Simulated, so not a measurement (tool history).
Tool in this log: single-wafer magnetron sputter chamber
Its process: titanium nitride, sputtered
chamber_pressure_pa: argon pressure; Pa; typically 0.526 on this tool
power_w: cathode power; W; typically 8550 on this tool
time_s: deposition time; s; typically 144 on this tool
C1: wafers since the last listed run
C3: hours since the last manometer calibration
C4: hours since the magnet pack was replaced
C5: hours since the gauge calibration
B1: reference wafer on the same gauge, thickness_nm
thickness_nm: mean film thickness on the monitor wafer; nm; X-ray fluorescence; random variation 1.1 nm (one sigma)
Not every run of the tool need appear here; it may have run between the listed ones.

{"run": 1, "hour": 0.0, "chamber_pressure_pa": 0.526, "power_w": 8550, "time_s": 151, "C1": 0, "wafers on the sputter target": 4091, "C3": 1007.5, "C4": 6170.4, "C5": 40.9, "B1": 220.708, "thickness_nm": 236.702}
{"run": 2, "hour": 32.1, "chamber_pressure_pa": 0.526, "power_w": 8550, "time_s": 151, "C1": 233, "wafers on the sputter target": 4324, "C3": 1039.6, "C4": 6202.5, "C5": 73.0, "B1": 221.006, "thickness_nm": 235.326}
{"run": 3, "hour": 65.6, "chamber_pressure_pa": 0.526, "power_w": 8550, "time_s": 144, "C1": 243, "wafers on the sputter target": 4567, "C3": 1073.1, "C4": 6236.0, "C5": 106.5, "B1": 220.576, "thickness_nm": 223.793}
{"run": 4, "hour": 95.0, "chamber_pressure_pa": 0.526, "power_w": 8550, "time_s": 144, "C1": 213, "wafers on the sputter target": 4781, "C3": 1102.5, "C4": 6265.4, "C5": 135.9, "B1": 220.984, "thickness_nm": 222.486}
{"run": 5, "hour": 124.9, "chamber_pressure_pa": 0.526, "power_w": 8550, "time_s": 144, "C1": 217, "wafers on the sputter target": 4998, "C3": 1132.4, "C4": 6295.3, "C5": 165.8, "B1": 221.549, "thickness_nm": 221.631}
{"run": 6, "hour": 153.0, "chamber_pressure_pa": 0.526, "power_w": 8550, "time_s": 144, "C1": 204, "wafers on the sputter target": 5202, "C3": 1160.5, "C4": 6323.4, "C5": 193.9, "B1": 220.952, "thickness_nm": 224.077}
{"run": 7, "hour": 203.4, "chamber_pressure_pa": 0.526, "power_w": 8550, "time_s": 144, "C1": 366, "wafers on the sputter target": 5568, "C3": 1210.9, "C4": 6373.8, "C5": 244.3, "B1": 221.423, "thickness_nm": 219.569}
{"run": 8, "hour": 264.2, "chamber_pressure_pa": 0.526, "power_w": 8550, "time_s": 155, "C1": 441, "wafers on the sputter target": 6010, "C3": 1271.7, "C4": 6434.6, "C5": 305.1, "B1": 221.009, "thickness_nm": 234.516}
{"run": 9, "hour": 318.2, "chamber_pressure_pa": 0.455, "power_w": 8550, "time_s": 144, "C1": 392, "wafers on the sputter target": 6402, "C3": 1325.7, "C4": 6488.6, "C5": 359.1, "B1": 221.549, "thickness_nm": 220.531}
{"hour": 354.3, "done": "gauge calibrated"}
{"run": 10, "hour": 354.6, "chamber_pressure_pa": 0.526, "power_w": 8550, "time_s": 144, "C1": 264, "wafers on the sputter target": 6667, "C3": 1362.1, "C4": 6525.0, "C5": 0.3, "B1": 221.183, "thickness_nm": 215.719}
{"hour": 365.7, "done": "magnet pack replaced"}
{"hour": 455.4, "done": "capacitance manometer re-zeroed and calibrated"}
{"run": 11, "hour": 472.4, "chamber_pressure_pa": 0.526, "power_w": 9800, "time_s": 144, "C1": 739, "wafers on the sputter target": 7406, "C3": 17.0, "C4": 106.7, "C5": 118.1, "B1": 220.915, "thickness_nm": 243.038}
{"hour": 491.6, "done": "sputter target and shields replaced"}
{"run": 12, "hour": 498.1, "chamber_pressure_pa": 0.526, "power_w": 7300, "time_s": 163, "C1": 128, "wafers on the sputter target": 47, "C3": 42.7, "C4": 132.4, "C5": 143.8, "B1": 221.036, "thickness_nm": 223.774}
{"run": 13, "hour": 617.6, "chamber_pressure_pa": 0.67, "power_w": 8550, "time_s": 144, "C1": 868, "wafers on the sputter target": 915, "C3": 162.2, "C4": 251.9, "C5": 263.3, "B1": 221.041, "thickness_nm": 224.026}
{"run": 14, "hour": 660.8, "chamber_pressure_pa": 0.526, "power_w": 10500, "time_s": 136, "C1": 313, "wafers on the sputter target": 1229, "C3": 205.4, "C4": 295.1, "C5": 306.5, "B1": 221.14, "thickness_nm": 266.855}

Alternative continuations, all from the tool just after run 14; predict every row:
{"run": "A", "hour": 661.2, "chamber_pressure_pa": 0.526, "power_w": 7550, "time_s": 144, "C1": 2, "wafers on the sputter target": 1232, "C3": 205.8, "C4": 295.5, "C5": 306.9, "B1": "?", "thickness_nm": "?"}
{"run": "B", "hour": 661.2, "chamber_pressure_pa": 0.325, "power_w": 8550, "time_s": 144, "C1": 2, "wafers on the sputter target": 1232, "C3": 205.8, "C4": 295.5, "C5": 306.9, "B1": "?", "thickness_nm": "?"}
{"run": "C", "hour": 661.2, "chamber_pressure_pa": 0.459, "power_w": 6450, "time_s": 167, "C1": 2, "wafers on the sputter target": 1232, "C3": 205.8, "C4": 295.5, "C5": 306.9, "B1": "?", "thickness_nm": "?"}
{"run": "D", "hour": 661.2, "chamber_pressure_pa": 0.322, "power_w": 10100, "time_s": 122, "C1": 2, "wafers on the sputter target": 1232, "C3": 205.8, "C4": 295.5, "C5": 306.9, "B1": "?", "thickness_nm": "?"}

run=A B1=221.124 thickness_nm=204.065
run=B B1=221.124 thickness_nm=241.816
run=C B1=221.124 thickness_nm=205.241
run=D B1=221.124 thickness_nm=242.178
What these runs would have given with no unlogged condition in the tool:
run=A thickness_nm=206.551
run=B thickness_nm=244.762
run=C thickness_nm=207.741
run=D thickness_nm=245.128

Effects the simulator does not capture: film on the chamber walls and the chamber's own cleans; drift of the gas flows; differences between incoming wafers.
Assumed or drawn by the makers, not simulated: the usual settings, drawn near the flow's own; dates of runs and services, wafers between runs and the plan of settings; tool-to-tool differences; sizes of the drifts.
